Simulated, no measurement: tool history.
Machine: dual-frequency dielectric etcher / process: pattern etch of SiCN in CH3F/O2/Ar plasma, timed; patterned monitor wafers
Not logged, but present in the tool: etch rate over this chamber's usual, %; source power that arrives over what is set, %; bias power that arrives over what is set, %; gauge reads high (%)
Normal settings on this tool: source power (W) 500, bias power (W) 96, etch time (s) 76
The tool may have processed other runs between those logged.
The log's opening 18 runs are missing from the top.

run,day,source power (W),bias power (W),etch time (s),wafers since the last listed run,hours since the last wet clean,hours since the last source power generator calibration,hours since the last bias power generator calibration,hours since the last upper electrode change,hours since the gauge calibration,"read-back reference wafer on the same gauge, depth_nm",mean etch depth across the wafer (angstrom)
19,17.617,380,85,68.5,171,158.4,130.5,358.7,50.9,356.4,36.8,263.1
20,18.912,500,96,76,373,189.5,161.6,389.8,82,387.5,36.78,342.7
21,19.867,380,111,76,275,212.4,184.5,412.7,104.9,410.4,36.8,317.6
22,20.908,420,96,76,300,237.4,209.5,437.7,129.9,435.4,36.79,316.2
23,22.312,540,116,69.5,405,271.1,243.2,471.4,163.6,469.1,36.81,342.1
24,23.688,590,80,70,396,304.1,276.2,504.4,196.6,502.1,36.79,318.3
25,25.1,400,96,76,407,338,310.1,538.3,230.5,536,36.79,308.9
26,26.008,390,78,56,262,359.8,331.9,560.1,252.3,557.8,36.79,210.3
27,27.408,550,108,76,404,393.4,365.5,593.7,285.9,591.4,36.81,366.1
28,29.908,380,80,86,721,453.4,425.5,653.7,345.9,651.4,36.8,320.7
29,30.675,430,96,92,221,471.8,443.9,672.1,364.3,669.8,36.81,384
30,31.425,500,96,76,216,489.8,461.9,690.1,382.3,687.8,36.82,339.6

4 options for the next run, each taken on its own from the tool as it stands now. Forecast them:
A,31.442,500,96,76,4,490.2,462.3,690.5,382.7,688.2,?,?
B,31.442,420,81,84.5,4,490.2,462.3,690.5,382.7,688.2,?,?
C,31.442,390,96,85,4,490.2,462.3,690.5,382.7,688.2,?,?
D,31.442,560,112,95.5,4,490.2,462.3,690.5,382.7,688.2,?,?

run,"read-back reference wafer on the same gauge, depth_nm",mean etch depth across the wafer (angstrom)
A,36.81,338.5
B,36.81,330.8
C,36.81,339.4
D,36.81,469
Stripped of hidden state, with their random variation kept, the same runs would have yielded:
run,mean etch depth across the wafer (angstrom)
A,344.4
B,336.6
C,345.4
D,477.2
